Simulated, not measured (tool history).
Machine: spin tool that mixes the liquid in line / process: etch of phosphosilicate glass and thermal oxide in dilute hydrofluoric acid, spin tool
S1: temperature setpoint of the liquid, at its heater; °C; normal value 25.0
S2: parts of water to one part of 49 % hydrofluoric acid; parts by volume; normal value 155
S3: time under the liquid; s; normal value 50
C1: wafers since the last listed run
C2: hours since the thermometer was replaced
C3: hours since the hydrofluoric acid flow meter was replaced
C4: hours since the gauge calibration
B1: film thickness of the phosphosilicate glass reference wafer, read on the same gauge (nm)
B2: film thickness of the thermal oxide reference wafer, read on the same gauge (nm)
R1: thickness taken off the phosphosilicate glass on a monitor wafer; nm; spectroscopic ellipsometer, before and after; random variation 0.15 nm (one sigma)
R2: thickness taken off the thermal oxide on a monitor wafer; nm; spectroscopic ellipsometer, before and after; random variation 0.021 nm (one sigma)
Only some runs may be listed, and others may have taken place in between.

run     day    S1   S2  S3    C1      C2     C3      C4     B1      B2     R1     R2
  1   0.000  26.5  155  65     0    35.0  216.2  1487.0  90.00  29.995  23.60  1.892
  2   3.779  26.5  155  65   875   125.7  306.9  1577.7  89.99  30.028  23.20  1.897
  3   5.758  26.5  155  65   458   173.2  354.4  1625.2  90.01  29.994  23.21  1.873
  4   9.688  25.0  155  50   910   267.5  448.7  1719.5  90.03  29.971  16.88  1.339
  5  14.017  29.5  185  25  1002   371.4  552.6  1823.4  89.99  30.021   7.90  0.656
  6  16.408  28.5  155  25   554   428.8  610.0  1880.8  89.99  30.016   9.33  0.769
     18.038  -- gauge calibrated
  7  20.762  20.5  130  35  1008   533.3  714.5    65.4  90.06  29.994  11.90  0.975
     21.404  -- hydrofluoric acid flow meter replaced
  8  22.804  25.0  155  50   463   582.3   33.6   114.4  89.98  30.020  17.68  1.416
  9  24.467  22.0   85  65   385   622.2   73.5   154.3  89.99  30.011  40.45  3.274
 10  28.329  25.0   75  60   894   714.9  166.2   247.0  89.99  29.996  47.86  3.924
 11  32.662  25.0  155  50  1003   818.9  270.2   351.0  90.00  29.982  17.52  1.416
 12  35.658  28.0  155  70   694   890.8  342.1   422.9  89.98  30.017  27.35  2.201
 13  38.762  25.0  155  50   719   965.3  416.6   497.4  90.04  30.021  17.45  1.373
 14  41.529  22.5  110  50   640  1031.7  483.0   563.8  90.04  30.031  22.84  1.853
 15  43.358  26.5  120  35   423  1075.6  526.9   607.7  90.05  29.969  16.98  1.389
 16  47.633  25.0  155  50   990  1178.2  629.5   710.3  89.95  29.971  16.87  1.384
     49.492  -- hydrofluoric acid flow meter replaced
 17  50.025  29.5  155  50   544  1235.6   12.8   767.7  90.00  30.039  21.00  1.728
 18  52.929  25.0  110  60   672  1305.3   82.5   837.4  89.96  30.065  31.55  2.605

Expected results for the next run?
 19  55.375  25.0  155  50  566  1364.0  141.2  896.1   ?   ?   ?   ?

B1: 90.00
B2: 29.987
R1: 17.60 nm
R2: 1.439 nm
Without the tool's hidden state the same run would have given R1 17.52 nm, R2 1.432 nm.

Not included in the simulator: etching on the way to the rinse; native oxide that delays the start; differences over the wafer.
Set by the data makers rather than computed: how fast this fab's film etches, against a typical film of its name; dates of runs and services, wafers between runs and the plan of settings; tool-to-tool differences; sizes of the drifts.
